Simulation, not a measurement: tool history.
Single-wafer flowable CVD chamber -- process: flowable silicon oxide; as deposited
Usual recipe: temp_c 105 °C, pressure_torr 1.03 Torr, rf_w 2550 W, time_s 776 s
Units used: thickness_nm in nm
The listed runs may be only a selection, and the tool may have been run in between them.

| run | hour | temp_c | pressure_torr | rf_w | time_s | wafers since the last listed run | hours since the last thermocouple change | hours since the last RF generator calibration | hours since the last manometer calibration | hours since the showerhead was replaced | hours since the gauge calibration | read-back reference wafer on the same gauge, thickness_nm | thickness_nm |
|---|---|---|---|---|---|---|---|---|---|---|---|---|---|
| 1 | 0 | 105 | 1.03 | 2550 | 776 | 0 | 1634.6 | 831.9 | 2121.1 | 5119.7 | 154.3 | 530.752 | 512.605 |
| 2 | 68.5 | 105 | 1.03 | 2550 | 776 | 135 | 1703.1 | 900.4 | 2189.6 | 5188.2 | 222.8 | 530.717 | 511.779 |
| 3 | 136.6 | 105 | 1.03 | 2550 | 776 | 135 | 1771.2 | 968.5 | 2257.7 | 5256.3 | 290.9 | 531.051 | 515.452 |
| 4 | 175 | 105 | 1.03 | 2930 | 776 | 76 | 1809.6 | 1006.9 | 2296.1 | 5294.7 | 329.3 | 531.538 | 528.651 |
|  | 238.5 | showerhead replaced |
| 5 | 240.2 | 105 | 1.03 | 2930 | 776 | 113 | 1874.8 | 1072.1 | 2361.3 | 1.7 | 394.5 | 530.713 | 534.064 |
| 6 | 277.1 | 105 | 1.03 | 2930 | 776 | 73 | 1911.7 | 1109 | 2398.2 | 38.6 | 431.4 | 531.157 | 533.22 |
|  | 317.9 | thermocouple changed; heater temperature recalibrated |
| 7 | 318.4 | 105 | 0.94 | 2550 | 776 | 66 | 0.5 | 1150.3 | 2439.5 | 79.9 | 472.7 | 530.803 | 431.498 |
| 8 | 360.6 | 114 | 1.21 | 2550 | 776 | 83 | 42.7 | 1192.5 | 2481.7 | 122.1 | 514.9 | 531.112 | 402.198 |
|  | 371.6 | gauge calibrated |
| 9 | 410.2 | 110 | 1.03 | 2550 | 928 | 98 | 92.3 | 1242.1 | 2531.3 | 171.7 | 38.6 | 531.36 | 468.93 |
|  | 452.9 | RF generator calibrated |
| 10 | 479.3 | 105 | 1.03 | 2930 | 776 | 121 | 161.4 | 26.4 | 2600.4 | 240.8 | 107.7 | 530.886 | 480.119 |
|  | 533.6 | capacitance manometer re-zeroed and calibrated |
| 11 | 534.1 | 119 | 1.23 | 2715 | 910 | 92 | 216.2 | 81.2 | 0.5 | 295.6 | 162.5 | 531.036 | 437.973 |
| 12 | 585.2 | 105 | 1.03 | 2930 | 776 | 101 | 267.3 | 132.3 | 51.6 | 346.7 | 213.6 | 530.983 | 515.824 |
| 13 | 643.2 | 110 | 0.77 | 2385 | 776 | 115 | 325.3 | 190.3 | 109.6 | 404.7 | 271.6 | 531.502 | 311.155 |
| 14 | 671.9 | 105 | 1.03 | 2550 | 776 | 56 | 354 | 219 | 138.3 | 433.4 | 300.3 | 531.237 | 506.334 |

Consider 4 possible next runs. They are alternatives, not a sequence: every one starts from the tool as it was left by run 14. What does each give?
| A | 672.5 | 105 | 1.03 | 2920 | 776 | 1 | 354.6 | 219.6 | 138.9 | 434 | 300.9 | ? | ? |
| B | 672.5 | 98 | 1.23 | 2885 | 776 | 1 | 354.6 | 219.6 | 138.9 | 434 | 300.9 | ? | ? |
| C | 672.5 | 112 | 1.25 | 2215 | 776 | 1 | 354.6 | 219.6 | 138.9 | 434 | 300.9 | ? | ? |
| D | 672.5 | 105 | 0.87 | 2965 | 776 | 1 | 354.6 | 219.6 | 138.9 | 434 | 300.9 | ? | ? |

| run | read-back reference wafer on the same gauge, thickness_nm | thickness_nm |
|---|---|---|
| A | 531.308 | 515.435 |
| B | 531.308 | 797.784 |
| C | 531.308 | 463.644 |
| D | 531.308 | 434.872 |
Take away the tool's hidden state, keep each run's random variation, and the runs would have read:
| run | thickness_nm |
|---|---|
| A | 531.74 |
| B | 821.321 |
| C | 477.121 |
| D | 448.67 |
